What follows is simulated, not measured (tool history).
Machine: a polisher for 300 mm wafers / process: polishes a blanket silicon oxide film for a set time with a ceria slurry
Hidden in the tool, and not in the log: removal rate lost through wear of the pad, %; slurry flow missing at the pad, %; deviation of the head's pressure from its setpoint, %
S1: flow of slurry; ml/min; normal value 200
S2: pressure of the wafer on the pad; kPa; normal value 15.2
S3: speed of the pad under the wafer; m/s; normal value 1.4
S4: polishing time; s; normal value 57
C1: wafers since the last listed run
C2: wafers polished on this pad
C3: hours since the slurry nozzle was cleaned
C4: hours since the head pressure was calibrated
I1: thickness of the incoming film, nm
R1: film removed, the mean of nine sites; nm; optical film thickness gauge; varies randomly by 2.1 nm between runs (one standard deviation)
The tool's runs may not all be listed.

run 1 hour=0 | S1=200 S2=15.2 S3=1.74 S4=57 | C1=0 C2=1238 C3=246.1 C4=943.9 | I1=938.6 | R1=291.5
run 2 hour=45.2 | S1=200 S2=15.2 S3=1.4 S4=57 | C1=266 C2=1504 C3=291.3 C4=989.1 | I1=937.9 | R1=236
-- hour=66 worn pad replaced by a new one
run 3 hour=138.9 | S1=200 S2=15.2 S3=1.4 S4=57 | C1=527 C2=429 C3=385 C4=1082.8 | I1=915.8 | R1=234.4
run 4 hour=177.6 | S1=200 S2=15.2 S3=1.4 S4=57 | C1=227 C2=656 C3=423.7 C4=1121.5 | I1=911.3 | R1=231.6
run 5 hour=232.8 | S1=200 S2=15.2 S3=1.4 S4=57 | C1=324 C2=981 C3=478.9 C4=1176.7 | I1=927.7 | R1=236.7
run 6 hour=304.9 | S1=200 S2=15.2 S3=1.4 S4=57 | C1=424 C2=1406 C3=551 C4=1248.8 | I1=929.5 | R1=235.7
-- hour=311.9 worn pad replaced by a new one
-- hour=314.8 slurry nozzle cleaned
run 7 hour=342.5 | S1=200 S2=15.2 S3=1.4 S4=57 | C1=191 C2=174 C3=27.7 C4=1286.4 | I1=942.8 | R1=235.2
run 8 hour=432.5 | S1=175 S2=15.2 S3=1.4 S4=57 | C1=529 C2=703 C3=117.7 C4=1376.4 | I1=928.4 | R1=233.2
run 9 hour=538.3 | S1=200 S2=15.2 S3=1.14 S4=57 | C1=622 C2=1326 C3=223.5 C4=1482.2 | I1=924.3 | R1=192.5
-- hour=551.1 worn pad replaced by a new one
-- hour=609.5 head pressure recalibrated
run 10 hour=631.7 | S1=200 S2=15.2 S3=1.4 S4=57 | C1=514 C2=462 C3=316.9 C4=22.2 | I1=949.7 | R1=216.2
run 11 hour=713.7 | S1=200 S2=15.2 S3=1.4 S4=41 | C1=482 C2=945 C3=398.9 C4=104.2 | I1=938.7 | R1=160.9
-- hour=816.3 worn pad replaced by a new one
run 12 hour=820 | S1=140 S2=17.2 S3=1.24 S4=74 | C1=602 C2=21 C3=505.2 C4=210.5 | I1=916.3 | R1=261.9
-- hour=838.1 slurry nozzle cleaned
run 13 hour=882.3 | S1=230 S2=17.2 S3=1.4 S4=57 | C1=360 C2=382 C3=44.2 C4=272.8 | I1=923.5 | R1=251.8
run 14 hour=989.5 | S1=200 S2=15.2 S3=1.4 S4=57 | C1=630 C2=1013 C3=151.4 C4=380 | I1=923.1 | R1=224.8
-- hour=1028.9 worn pad replaced by a new one
run 15 hour=1047.4 | S1=200 S2=15.2 S3=1.4 S4=57 | C1=317 C2=109 C3=209.3 C4=437.9 | I1=921.6 | R1=225.2
run 16 hour=1134.4 | S1=200 S2=15.2 S3=0.98 S4=49 | C1=512 C2=621 C3=296.3 C4=524.9 | I1=942.9 | R1=139
run 17 hour=1205.1 | S1=155 S2=15.2 S3=1.4 S4=48 | C1=416 C2=1037 C3=367 C4=595.6 | I1=930.4 | R1=186.2

Selected run-to-run steps in R1, each split into two signed amounts: the part the tool would show with no hidden state at all (from settings, incoming material and random variation), and the remainder, which goes to the hidden state together with any gauge scatter not common to the measured and the hidden-state-free results:
Run 9 -> 10: S3 1.14 -> 1.4, worn pad replaced by a new one, head pressure recalibrated. R1 +23.7 nm: hidden state -14.4, all else +38.1.
Run 11 -> 12: S1 200 -> 140, S2 15.2 -> 17.2, S3 1.4 -> 1.24, S4 41 -> 74, worn pad replaced by a new one. R1 +101 nm: hidden state +3.9, all else +97.1.

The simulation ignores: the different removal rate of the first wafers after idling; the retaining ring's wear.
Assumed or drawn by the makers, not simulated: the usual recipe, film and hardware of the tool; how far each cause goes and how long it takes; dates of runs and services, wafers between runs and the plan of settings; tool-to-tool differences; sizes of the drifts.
